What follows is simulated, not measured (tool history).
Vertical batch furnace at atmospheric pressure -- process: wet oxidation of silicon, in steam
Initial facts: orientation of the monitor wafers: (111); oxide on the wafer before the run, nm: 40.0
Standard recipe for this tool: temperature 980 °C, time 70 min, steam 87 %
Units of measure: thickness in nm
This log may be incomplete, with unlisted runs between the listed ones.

run	hour	temperature	time	steam	read-back reference wafer on the same gauge, thickness	thickness
1	0	980	70	87	454.93	450.82
2	48.5	980	70	87	454.81	453.37
3	139.4	980	45.5	87	455.03	345.41
4	197	980	45.5	87	454.97	346.33
5	301.9	980	45.5	87	455.12	347.12
6	388.4	980	70	87	455.21	452.44
7	476.6	980	70	94	454.99	474.08
8	576.9	980	70	87	455.32	453.11
9	648.3	980	70	87	454.95	450.99
10	691.8	980	70	87	455.01	452.98
11	777.4	980	70	87	454.69	454.92
# hour 877.5: steam generator serviced
12	878	980	70	87	455.19	455.2
13	893.9	980	70	87	455.15	452.35
14	950.5	980	70	87	455.06	453.28
15	1048	980	70	87	454.82	454.9
16	1137.3	980	70	87	454.97	455
17	1239.7	980	70	87	455.13	457.09
18	1287	980	82.5	87	454.72	501.61
19	1366.8	1003	54.5	94	454.58	464.16
# hour 1445.5: thermocouples replaced and temperature profile calibrated
20	1451	980	91.5	82	454.98	520.84
21	1513.4	1001	53	77	455.18	407.7
22	1589	980	70	87	454.71	462.34
23	1664.7	1002	57	77	454.92	426.81
24	1724.4	989	70	83	455.15	469.1
25	1788.8	997	57.5	87	455	450.19
# hour 1810.5: gauge calibrated
# hour 1865.6: thermocouples replaced and temperature profile calibrated, repeated, since the last time left the tool worse
26	1866.1	980	70	87	455.35	448
27	1925.6	980	70	87	455.18	447.68
28	1990.8	980	70	87	454.89	447.99
29	2073.2	980	56	84	454.91	381.7
30	2301.9	980	99.5	87	455.08	555.73
31	2384.7	968	70	87	455.34	415.89
32	2443.8	980	70	87	455.02	451.66
33	2489.7	970	54.5	87	454.76	363.57
34	2538.1	980	70	87	455	449.54
35	2636.4	980	70	81	454.6	430.41
36	2736.3	980	70	87	455.1	451.05
37	2801.9	987	38	83	455.23	312.45

Consider 4 possible next runs. They are alternatives, not a sequence: every one starts from the tool as it was left by run 37. What does each give?
A	2806.8	980	104	87	?	?
B	2806.8	980	98	87	?	?
C	2806.8	1005	44.5	87	?	?
D	2806.8	972	50	87	?	?

run	read-back reference wafer on the same gauge, thickness	thickness
A	455.16	572.7
B	455.16	552.77
C	455.16	394.87
D	455.16	349.43
Had the tool no hidden state, the same runs would have come out as:
run	thickness
A	567.47
B	547.68
C	391.22
D	345.63
